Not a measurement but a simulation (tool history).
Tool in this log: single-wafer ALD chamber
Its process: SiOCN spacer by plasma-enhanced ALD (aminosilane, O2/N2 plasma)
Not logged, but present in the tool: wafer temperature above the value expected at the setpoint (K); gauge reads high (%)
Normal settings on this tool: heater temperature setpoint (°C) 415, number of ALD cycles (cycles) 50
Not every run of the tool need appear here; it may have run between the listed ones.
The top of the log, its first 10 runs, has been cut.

run   hour  heater temperature setpoint (°C)  number of ALD cycles (cycles)  wafers since the last listed run  hours since the last thermocouple change  hours since the gauge calibration  read-back reference wafer on the same gauge, thickness_nm  mean film thickness on the monitor wafer (nm)
 11  204.6                               415                             50                                37                                    2441.6                              274.8                                                      2.239                                          2.738
 12  232.7                               415                             50                                86                                    2469.7                              302.9                                                      2.235                                          2.740
 13  255.8                               415                             50                                70                                    2492.8                              326.0                                                      2.239                                          2.733
 14  286.2                               403                             45                                93                                    2523.2                              356.4                                                      2.238                                          2.568
 15  305.6                               426                             57                                59                                    2542.6                              375.8                                                      2.244                                          3.017
 16  329.6                               410                             45                                73                                    2566.6                              399.8                                                      2.238                                          2.473
     348.5  -- thermocouple changed; heater temperature recalibrated
 17  364.7                               400                             53                                83                                      16.2                              434.9                                                      2.235                                          3.065
 18  378.1                               415                             50                                41                                      29.6                              448.3                                                      2.239                                          2.712
 19  400.7                               406                             44                                69                                      52.2                              470.9                                                      2.247                                          2.478
     420.2  -- gauge calibrated
 20  442.1                               400                             53                               127                                      93.6                               21.9                                                      2.241                                          3.037
 21  459.5                               427                             58                                53                                     111.0                               39.3                                                      2.239                                          3.055
 22  479.1                               427                             58                                60                                     130.6                               58.9                                                      2.233                                          3.012
 23  491.1                               426                             56                                36                                     142.6                               70.9                                                      2.242                                          2.954
 24  509.6                               415                             57                                56                                     161.1                               89.4                                                      2.242                                          3.105

Predict the results of run 25:
 25  538.0                               415                             53                                87                                     189.5                              117.8                                                          ?                                              ?

{"run 25": {"read-back reference wafer on the same gauge, thickness_nm": 2.242, "mean film thickness on the monitor wafer (nm)": 2.9}}
Without the tool's hidden state the same run would have given mean film thickness on the monitor wafer (nm) 2.900.
